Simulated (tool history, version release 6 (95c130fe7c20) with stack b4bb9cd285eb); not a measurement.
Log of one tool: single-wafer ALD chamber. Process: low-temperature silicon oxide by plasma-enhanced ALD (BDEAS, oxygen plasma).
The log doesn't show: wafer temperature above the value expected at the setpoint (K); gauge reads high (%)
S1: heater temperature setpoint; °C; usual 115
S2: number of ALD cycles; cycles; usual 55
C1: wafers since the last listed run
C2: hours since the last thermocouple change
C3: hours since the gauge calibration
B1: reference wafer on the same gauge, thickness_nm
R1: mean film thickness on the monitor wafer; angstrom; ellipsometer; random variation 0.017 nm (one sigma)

run 1 hour=0.0 | S1=115 S2=55 | C1=0 C2=1569.5 C3=1011.7 | B1=7.440 | R1=77.98
run 2 hour=75.1 | S1=115 S2=55 | C1=294 C2=1644.6 C3=1086.8 | B1=7.435 | R1=77.98
run 3 hour=111.6 | S1=115 S2=55 | C1=143 C2=1681.1 C3=1123.3 | B1=7.428 | R1=78.14
run 4 hour=191.8 | S1=115 S2=55 | C1=314 C2=1761.3 C3=1203.5 | B1=7.420 | R1=78.08
run 5 hour=276.2 | S1=115 S2=55 | C1=330 C2=1845.7 C3=1287.9 | B1=7.410 | R1=77.90
run 6 hour=367.5 | S1=115 S2=55 | C1=357 C2=1937.0 C3=1379.2 | B1=7.399 | R1=77.90
run 7 hour=475.2 | S1=115 S2=55 | C1=421 C2=2044.7 C3=1486.9 | B1=7.388 | R1=77.58
run 8 hour=564.4 | S1=124 S2=55 | C1=349 C2=2133.9 C3=1576.1 | B1=7.372 | R1=76.40
run 9 hour=614.1 | S1=124 S2=55 | C1=194 C2=2183.6 C3=1625.8 | B1=7.363 | R1=76.31
run 10 hour=695.5 | S1=124 S2=55 | C1=318 C2=2265.0 C3=1707.2 | B1=7.351 | R1=75.75
run 11 hour=771.6 | S1=115 S2=55 | C1=298 C2=2341.1 C3=1783.3 | B1=7.336 | R1=76.88
-- hour=815.8 gauge calibrated
run 12 hour=869.5 | S1=124 S2=55 | C1=383 C2=2439.0 C3=53.7 | B1=7.484 | R1=77.41
run 13 hour=919.8 | S1=115 S2=55 | C1=197 C2=2489.3 C3=104.0 | B1=7.480 | R1=78.58
run 14 hour=1019.7 | S1=115 S2=59 | C1=391 C2=2589.2 C3=203.9 | B1=7.482 | R1=84.08
run 15 hour=1120.5 | S1=106 S2=60 | C1=394 C2=2690.0 C3=304.7 | B1=7.479 | R1=87.18
run 16 hour=1174.9 | S1=115 S2=52 | C1=213 C2=2744.4 C3=359.1 | B1=7.475 | R1=74.28
run 17 hour=1260.2 | S1=108 S2=55 | C1=334 C2=2829.7 C3=444.4 | B1=7.476 | R1=79.63
-- hour=1272.0 thermocouple changed; heater temperature recalibrated
run 18 hour=1363.1 | S1=124 S2=65 | C1=371 C2=91.1 C3=547.3 | B1=7.472 | R1=91.10
run 19 hour=1414.2 | S1=124 S2=47 | C1=200 C2=142.2 C3=598.4 | B1=7.468 | R1=66.08
run 20 hour=1454.7 | S1=120 S2=59 | C1=158 C2=182.7 C3=638.9 | B1=7.463 | R1=83.44
run 21 hour=1561.9 | S1=115 S2=55 | C1=420 C2=289.9 C3=746.1 | B1=7.455 | R1=78.34
run 22 hour=1659.5 | S1=115 S2=55 | C1=382 C2=387.5 C3=843.7 | B1=7.449 | R1=78.32
run 23 hour=1815.0 | S1=109 S2=58 | C1=609 C2=543.0 C3=999.2 | B1=7.436 | R1=83.32

3 ways to go on from here, each from the tool as it stands after run 23. What would each give?
run A hour=1815.5 | S1=115 S2=55 | C1=1 C2=543.5 C3=999.7 | B1=? | R1=?
run B hour=1815.5 | S1=129 S2=55 | C1=1 C2=543.5 C3=999.7 | B1=? | R1=?
run C hour=1815.5 | S1=106 S2=66 | C1=1 C2=543.5 C3=999.7 | B1=? | R1=?

run=A B1=7.436 R1=78.29
run=B B1=7.436 R1=76.30
run=C B1=7.436 R1=95.48
Without the tool's hidden state the same runs would have given:
run=A R1=78.76
run=B R1=76.76
run=C R1=96.05

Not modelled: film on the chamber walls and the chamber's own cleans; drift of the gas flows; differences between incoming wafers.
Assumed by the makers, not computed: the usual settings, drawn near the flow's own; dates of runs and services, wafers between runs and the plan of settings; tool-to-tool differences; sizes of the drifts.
